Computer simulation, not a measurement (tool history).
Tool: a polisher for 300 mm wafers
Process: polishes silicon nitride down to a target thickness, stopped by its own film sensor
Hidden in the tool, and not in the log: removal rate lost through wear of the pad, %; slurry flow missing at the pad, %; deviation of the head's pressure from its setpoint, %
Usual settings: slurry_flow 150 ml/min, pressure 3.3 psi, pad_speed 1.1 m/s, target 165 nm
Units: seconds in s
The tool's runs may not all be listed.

| run | day | slurry_flow | pressure | pad_speed | target | wafers since the last listed run | wafers polished on this pad | hours since the slurry nozzle was cleaned | hours since the head pressure was calibrated | incoming thickness of the incoming film, nm | seconds |
|---|---|---|---|---|---|---|---|---|---|---|---|
| 1 | 0 | 150 | 3.3 | 1.1 | 165 | 0 | 823 | 807.8 | 1382.5 | 406.7 | 146.5 |
| 2 | 0.429 | 150 | 3.3 | 1.1 | 165 | 44 | 867 | 818.1 | 1392.8 | 413.7 | 150.4 |
| 3 | 1.054 | 150 | 2.4 | 1.1 | 165 | 64 | 931 | 833.1 | 1407.8 | 415 | 209.3 |
| 4 | 1.342 | 150 | 2.4 | 1.1 | 165 | 29 | 961 | 840 | 1414.7 | 404.8 | 202.7 |
| 5 | 2.054 | 150 | 2.4 | 1.1 | 165 | 73 | 1034 | 857.1 | 1431.8 | 402.5 | 198 |
| 6 | 2.558 | 150 | 3.3 | 1.1 | 165 | 51 | 1086 | 869.2 | 1443.9 | 410.6 | 149.7 |
| 7 | 3.008 | 150 | 3.3 | 1.1 | 165 | 46 | 1132 | 880 | 1454.7 | 419.2 | 153.9 |
| 8 | 3.55 | 185 | 3.3 | 1.1 | 165 | 55 | 1188 | 893 | 1467.7 | 409.4 | 144.5 |
| 9 | 4.242 | 185 | 3.3 | 1.1 | 165 | 71 | 1259 | 909.6 | 1484.3 | 413.4 | 145.6 |
| 10 | 4.896 | 100 | 2.1 | 1.1 | 199 | 67 | 1326 | 925.3 | 1500 | 405.5 | 214.9 |
|  | 5.533 | slurry nozzle cleaned |
| 11 | 5.55 | 195 | 4.5 | 0.94 | 102 | 63 | 1389 | 0.4 | 1515.7 | 414.1 | 139.8 |
|  | 5.888 | worn pad replaced by a new one |
| 12 | 5.988 | 150 | 3.3 | 1.1 | 165 | 27 | 10 | 10.9 | 1526.2 | 406.2 | 132.8 |
|  | 6.425 | head pressure recalibrated |
| 13 | 6.6 | 180 | 2.6 | 1.46 | 83 | 54 | 64 | 25.6 | 4.2 | 409.3 | 200.9 |
| 14 | 7.025 | 165 | 4.5 | 1.2 | 103 | 43 | 108 | 35.8 | 14.4 | 407.7 | 127.8 |
| 15 | 7.525 | 150 | 3.3 | 1.1 | 165 | 51 | 159 | 47.8 | 26.4 | 409.4 | 151.2 |
| 16 | 7.783 | 185 | 3.8 | 1.36 | 212 | 26 | 186 | 54 | 32.6 | 413.2 | 89.9 |
| 17 | 8.329 | 150 | 3.3 | 1.38 | 165 | 56 | 242 | 67.1 | 45.7 | 415 | 130 |
| 18 | 8.812 | 150 | 4.2 | 1.22 | 165 | 49 | 292 | 78.7 | 57.3 | 408.4 | 109 |
| 19 | 9.167 | 150 | 3.3 | 0.88 | 117 | 36 | 328 | 87.2 | 65.8 | 412.3 | 219 |

5 ways to go on from here, each from the tool as it stands after run 19. What would each give?
| A | 9.188 | 150 | 3.3 | 1.1 | 165 | 2 | 330 | 87.7 | 66.3 | 414.3 | ? |
| B | 9.188 | 150 | 4.4 | 1.24 | 195 | 2 | 330 | 87.7 | 66.3 | 414.3 | ? |
| C | 9.188 | 150 | 3.3 | 0.88 | 121 | 2 | 330 | 87.7 | 66.3 | 414.3 | ? |
| D | 9.188 | 150 | 3.3 | 1.1 | 221 | 2 | 330 | 87.7 | 66.3 | 414.3 | ? |
| E | 9.188 | 150 | 3.3 | 0.94 | 165 | 2 | 330 | 87.7 | 66.3 | 414.3 | ? |

| run | seconds |
|---|---|
| A | 155.5 |
| B | 93.2 |
| C | 218.8 |
| D | 120.6 |
| E | 176.4 |
Without the tool's hidden state the same runs would have given:
| run | seconds |
|---|---|
| A | 156 |
| B | 93.5 |
| C | 219.4 |
| D | 121 |
| E | 176.9 |

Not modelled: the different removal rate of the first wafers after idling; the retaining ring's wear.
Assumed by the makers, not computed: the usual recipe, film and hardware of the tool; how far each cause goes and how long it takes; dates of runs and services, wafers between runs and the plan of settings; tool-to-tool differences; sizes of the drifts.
